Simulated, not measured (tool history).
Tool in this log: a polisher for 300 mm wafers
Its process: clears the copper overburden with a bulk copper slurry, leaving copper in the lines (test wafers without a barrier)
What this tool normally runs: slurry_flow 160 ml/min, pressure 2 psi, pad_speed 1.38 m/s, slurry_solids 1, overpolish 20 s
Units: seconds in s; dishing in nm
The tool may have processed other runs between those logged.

run,hour,slurry_flow,pressure,pad_speed,slurry_solids,overpolish,"incoming thickness of the incoming film, nm",seconds,dishing
1,0,160,2,1.38,1,20,1164.9,101.7,100
2,27.8,160,2,1.38,1,20,1165.5,108.1,101.3
3,57.8,160,2,1.38,0.95,20,1164.9,110.8,97.4
4,99.7,160,2,1.38,0.95,20,1169.1,114.5,94.6
5,152.9,160,2,1.38,1,20,1172.8,114.9,94.8
# hour 160.3: slurry blender recalibrated
# hour 206.4: slurry nozzle cleaned
6,219.8,160,2,1.38,1,20,1164.1,116.6,94.7
# hour 261.8: worn pad replaced by a new one
7,273.1,160,2,1.38,1,20,1174.1,106,99.1
8,325.5,160,2,1.38,1,20,1167.9,109.9,98.1
9,378.7,160,2,1.38,1,20,1163.2,113,98.2
10,413.8,160,2,1.38,1,20,1159,112.7,97
# hour 436.1: slurry blender recalibrated
11,450.2,160,2,1.38,1,20,1178.2,116.2,95.8
12,482.7,160,2,1.38,1,20,1169.3,116.2,96.8
# hour 503.3: head pressure recalibrated
# hour 531.5: slurry nozzle cleaned
# hour 542.4: worn pad replaced by a new one
13,587.7,160,2,1.38,1,20,1169.5,110.3,98
14,658.7,160,2,1.38,1,20,1160.4,113.4,95.6
# hour 691.3: slurry blender recalibrated
15,691.8,160,2,1.38,1.1,20,1174.2,110.4,95.7
16,743.8,160,2,1.38,1,20,1164.9,116,99
17,782.6,190,2.4,1.68,1.1,20,1157.9,81,116.5
# hour 805.7: worn pad replaced by a new one, of another model than before
18,825.2,145,2.3,1.38,0.9,20,1165.5,99.3,107.1
# hour 847.8: slurry nozzle cleaned
19,888.1,130,2,1.38,1,20,1168.6,117.4,95.3
20,932.4,160,2,1.38,1,20,1168.1,112.9,97.7
21,973.8,200,2,1.38,1,20,1174.1,110.8,101.1
# hour 1026.5: slurry blender recalibrated
22,1030.3,210,2,1.14,0.7,27,1156.5,136.5,101.9
# hour 1039.8: head pressure recalibrated
23,1076.5,180,2.5,1.38,1,9,1163.9,93.6,71.9
24,1114.1,160,2,1.38,1,20,1161.3,116.3,95
# hour 1134.2: worn pad replaced by a new one
25,1175.3,180,2,1.38,0.9,20,1141.1,103.8,97.4
# hour 1179.4: slurry nozzle cleaned
26,1220,205,2,1.38,1.15,20,1188.1,102.9,105.1
27,1249.7,135,2,1.38,1,20,1168.5,118.3,94.2
28,1281.5,160,2.3,1.6,0.75,16,1152.8,97.6,93.3
29,1331.6,160,2.3,1.38,1,11,1182.5,103.4,75.6

Had the tool no unlogged condition, and each run kept its random variation, what would the results have been?
Hidden conditions of the tool in this case: removal rate lost through wear of the pad, %; slurry flow missing at the pad, %; deviation of the head's pressure from its setpoint, %; abrasive missing from the slurry, %.
run,seconds,dishing
1,99.2,101.2
2,102.6,103.8
3,102.8,100.9
4,103.8,99.1
5,102.3,100.2
6,102.4,100.7
7,104.1,99.9
8,102.9,101.2
9,102.7,102.7
10,101.1,102.1
11,103.3,101.3
12,102.6,102.7
13,104.1,100.7
14,102.4,100.4
15,98.5,100.9
16,102.1,105.2
17,70.9,122
18,96.2,108.7
19,108,99.4
20,101.6,102.7
21,98.4,106.6
22,119.9,107.7
23,81.7,78.9
24,101.2,101.6
25,98.9,99.6
26,95,108.8
27,107.6,98.7
28,87.7,98.6
29,91.7,81.8
